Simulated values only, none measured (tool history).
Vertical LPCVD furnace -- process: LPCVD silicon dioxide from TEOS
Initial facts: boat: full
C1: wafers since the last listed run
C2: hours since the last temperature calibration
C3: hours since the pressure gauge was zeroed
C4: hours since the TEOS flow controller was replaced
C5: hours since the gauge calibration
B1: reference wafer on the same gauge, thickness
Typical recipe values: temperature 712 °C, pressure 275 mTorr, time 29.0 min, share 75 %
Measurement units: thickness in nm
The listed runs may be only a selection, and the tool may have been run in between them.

run 1 hour=0.0 | temperature=712 pressure=275 time=29.0 share=79 | C1=0 C2=3370.9 C3=4203.9 C4=6587.8 C5=350.6 | B1=288.83 | thickness=320.31
run 2 hour=60.8 | temperature=712 pressure=275 time=29.0 share=79 | C1=796 C2=3431.7 C3=4264.7 C4=6648.6 C5=411.4 | B1=289.02 | thickness=319.74
run 3 hour=91.9 | temperature=704 pressure=275 time=29.0 share=75 | C1=407 C2=3462.8 C3=4295.8 C4=6679.7 C5=442.5 | B1=288.70 | thickness=258.99
run 4 hour=115.1 | temperature=704 pressure=275 time=29.0 share=75 | C1=304 C2=3486.0 C3=4319.0 C4=6702.9 C5=465.7 | B1=288.94 | thickness=259.20
run 5 hour=129.3 | temperature=712 pressure=330 time=29.0 share=75 | C1=186 C2=3500.2 C3=4333.2 C4=6717.1 C5=479.9 | B1=289.06 | thickness=341.69
run 6 hour=150.4 | temperature=712 pressure=330 time=29.0 share=75 | C1=276 C2=3521.3 C3=4354.3 C4=6738.2 C5=501.0 | B1=289.02 | thickness=341.72
run 7 hour=174.4 | temperature=712 pressure=330 time=29.0 share=75 | C1=314 C2=3545.3 C3=4378.3 C4=6762.2 C5=525.0 | B1=288.99 | thickness=340.47
-- hour=203.0 pressure gauge zeroed
run 8 hour=203.5 | temperature=712 pressure=275 time=29.0 share=71 | C1=66 C2=3574.4 C3=0.5 C4=6791.3 C5=554.1 | B1=288.77 | thickness=303.28
run 9 hour=219.5 | temperature=712 pressure=275 time=29.0 share=75 | C1=209 C2=3590.4 C3=16.5 C4=6807.3 C5=570.1 | B1=289.05 | thickness=310.96
run 10 hour=240.5 | temperature=712 pressure=275 time=29.0 share=75 | C1=275 C2=3611.4 C3=37.5 C4=6828.3 C5=591.1 | B1=288.95 | thickness=312.86
-- hour=326.3 gauge calibrated
-- hour=342.7 TEOS flow controller replaced
run 11 hour=343.2 | temperature=712 pressure=275 time=29.0 share=75 | C1=1031 C2=3714.1 C3=140.2 C4=0.5 C5=16.9 | B1=289.02 | thickness=311.87
run 12 hour=358.4 | temperature=703 pressure=335 time=29.0 share=75 | C1=199 C2=3729.3 C3=155.4 C4=15.7 C5=32.1 | B1=289.14 | thickness=280.17
-- hour=392.9 thermocouples replaced and temperature profile calibrated
run 13 hour=393.4 | temperature=704 pressure=275 time=29.0 share=81 | C1=144 C2=0.5 C3=190.4 C4=50.7 C5=67.1 | B1=288.90 | thickness=248.94
run 14 hour=399.7 | temperature=712 pressure=275 time=29.0 share=75 | C1=82 C2=6.8 C3=196.7 C4=57.0 C5=73.4 | B1=289.08 | thickness=287.54
run 15 hour=432.2 | temperature=704 pressure=240 time=19.5 share=83 | C1=425 C2=39.3 C3=229.2 C4=89.5 C5=105.9 | B1=288.75 | thickness=159.50
run 16 hour=463.1 | temperature=707 pressure=275 time=29.0 share=61 | C1=404 C2=70.2 C3=260.1 C4=120.4 C5=136.8 | B1=288.90 | thickness=232.58
run 17 hour=490.2 | temperature=701 pressure=250 time=34.5 share=69 | C1=355 C2=97.3 C3=287.2 C4=147.5 C5=163.9 | B1=288.98 | thickness=243.80
run 18 hour=505.9 | temperature=708 pressure=235 time=39.0 share=64 | C1=205 C2=113.0 C3=302.9 C4=163.2 C5=179.6 | B1=289.00 | thickness=303.95
run 19 hour=531.6 | temperature=719 pressure=225 time=23.0 share=61 | C1=336 C2=138.7 C3=328.6 C4=188.9 C5=205.3 | B1=289.14 | thickness=219.25
run 20 hour=557.7 | temperature=712 pressure=275 time=29.0 share=80 | C1=342 C2=164.8 C3=354.7 C4=215.0 C5=231.4 | B1=288.94 | thickness=300.97
run 21 hour=592.4 | temperature=712 pressure=275 time=19.0 share=75 | C1=454 C2=199.5 C3=389.4 C4=249.7 C5=266.1 | B1=289.12 | thickness=192.29
run 22 hour=607.5 | temperature=712 pressure=275 time=32.5 share=75 | C1=197 C2=214.6 C3=404.5 C4=264.8 C5=281.2 | B1=289.00 | thickness=327.45
run 23 hour=643.4 | temperature=712 pressure=275 time=29.0 share=75 | C1=470 C2=250.5 C3=440.4 C4=300.7 C5=317.1 | B1=288.83 | thickness=292.29

Consider 5 possible next runs. They are alternatives, not a sequence: every one starts from the tool as it was left by run 23. What does each give?
run A hour=646.9 | temperature=712 pressure=275 time=40.5 share=75 | C1=45 C2=254.0 C3=443.9 C4=304.2 C5=320.6 | B1=? | thickness=?
run B hour=646.9 | temperature=712 pressure=275 time=39.5 share=75 | C1=45 C2=254.0 C3=443.9 C4=304.2 C5=320.6 | B1=? | thickness=?
run C hour=646.9 | temperature=709 pressure=320 time=29.0 share=86 | C1=45 C2=254.0 C3=443.9 C4=304.2 C5=320.6 | B1=? | thickness=?
run D hour=646.9 | temperature=712 pressure=305 time=29.0 share=79 | C1=45 C2=254.0 C3=443.9 C4=304.2 C5=320.6 | B1=? | thickness=?
run E hour=646.9 | temperature=715 pressure=210 time=32.5 share=60 | C1=45 C2=254.0 C3=443.9 C4=304.2 C5=320.6 | B1=? | thickness=?

run=A B1=288.91 thickness=409.81
run=B B1=288.91 thickness=399.69
run=C B1=288.91 thickness=316.64
run=D B1=288.91 thickness=317.17
run=E B1=288.91 thickness=275.04
Had the tool no hidden state, the same runs would have come out as:
run=A thickness=399.82
run=B thickness=389.95
run=C thickness=308.87
run=D thickness=309.44
run=E thickness=268.38
